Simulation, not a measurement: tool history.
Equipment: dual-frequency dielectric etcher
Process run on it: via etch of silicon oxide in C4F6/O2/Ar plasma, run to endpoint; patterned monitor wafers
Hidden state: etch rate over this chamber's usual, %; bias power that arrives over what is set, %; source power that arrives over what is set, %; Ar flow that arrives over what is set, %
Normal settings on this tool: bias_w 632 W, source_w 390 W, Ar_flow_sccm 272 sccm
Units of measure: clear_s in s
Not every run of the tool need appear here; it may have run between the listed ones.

run,hour,bias_w,source_w,Ar_flow_sccm,wafers since the last listed run,hours since the last wet clean,hours since the last bias power generator calibration,hours since the last source power generator calibration,hours since the last Ar flow controller change,hours since the last upper electrode change,"incoming incoming film thickness, nm",clear_s
1,0.0,632,390,272,0,295.9,3061.0,3780.1,4738.2,5361.5,170.0,34.7
2,32.6,632,390,272,397,328.5,3093.6,3812.7,4770.8,5394.1,170.3,34.4
3,50.1,632,390,272,213,346.0,3111.1,3830.2,4788.3,5411.6,169.4,34.8
4,63.5,632,390,292,163,359.4,3124.5,3843.6,4801.7,5425.0,169.8,35.1
5,91.2,565,390,272,337,387.1,3152.2,3871.3,4829.4,5452.7,168.0,35.9
6,109.7,565,390,272,225,405.6,3170.7,3889.8,4847.9,5471.2,171.1,37.1
7,130.6,632,390,303,254,426.5,3191.6,3910.7,4868.8,5492.1,169.8,35.4
8,162.3,632,390,272,386,458.2,3223.3,3942.4,4900.5,5523.8,170.7,35.3
9,195.2,632,390,272,401,491.1,3256.2,3975.3,4933.4,5556.7,170.1,35.1
# hour 223.0: wet clean of the chamber
10,223.5,632,390,272,52,0.5,3284.5,4003.6,4961.7,5585.0,170.1,35.9
# hour 232.1: bias power generator calibrated
11,255.3,632,390,272,339,32.3,23.2,4035.4,4993.5,5616.8,169.8,36.2
12,281.4,632,390,272,318,58.4,49.3,4061.5,5019.6,5642.9,170.3,36.4
# hour 297.2: source power generator calibrated
13,310.6,632,390,272,307,87.6,78.5,13.4,5048.8,5672.1,170.5,36.1
# hour 340.1: wet clean of the chamber, repeated, since the last time left the tool worse
14,340.6,501,420,272,73,0.5,108.5,43.4,5078.8,5702.1,170.3,37.6
15,350.4,632,390,272,119,10.3,118.3,53.2,5088.6,5711.9,169.1,33.3
16,370.2,632,390,272,241,30.1,138.1,73.0,5108.4,5731.7,168.8,32.9
# hour 404.3: Ar flow controller replaced
# hour 412.5: upper electrode replaced
17,413.0,774,450,272,349,72.9,180.9,115.8,8.7,0.5,169.2,29.3
18,427.2,564,460,215,173,87.1,195.1,130.0,22.9,14.7,170.4,33.5
19,445.5,672,290,214,223,105.4,213.4,148.3,41.2,33.0,170.4,35.2
20,477.9,632,460,246,395,137.8,245.8,180.7,73.6,65.4,171.0,31.9
21,503.6,780,390,221,313,163.5,271.5,206.4,99.3,91.1,168.7,29.8
22,535.6,537,390,272,390,195.5,303.5,238.4,131.3,123.1,168.9,36.7
23,557.3,563,390,272,264,217.2,325.2,260.1,153.0,144.8,170.7,36.4
24,589.6,632,390,272,393,249.5,357.5,292.4,185.3,177.1,170.0,33.9
25,609.1,632,480,240,237,269.0,377.0,311.9,204.8,196.6,171.7,32.3
26,639.4,632,350,231,369,299.3,407.3,342.2,235.1,226.9,169.9,34.9
27,709.9,632,390,272,859,369.8,477.8,412.7,305.6,297.4,169.1,34.3

3 ways to go on from here, each from the tool as it stands after run 27. What would each give?
A,710.3,632,470,272,4,370.2,478.2,413.1,306.0,297.8,170.5,?
B,710.3,632,390,331,4,370.2,478.2,413.1,306.0,297.8,170.5,?
C,710.3,632,350,272,4,370.2,478.2,413.1,306.0,297.8,170.5,?

run,clear_s
A,32.4
B,34.9
C,35.2
Had the tool no hidden state, the same runs would have come out as:
run,clear_s
A,31.8
B,34.2
C,34.5
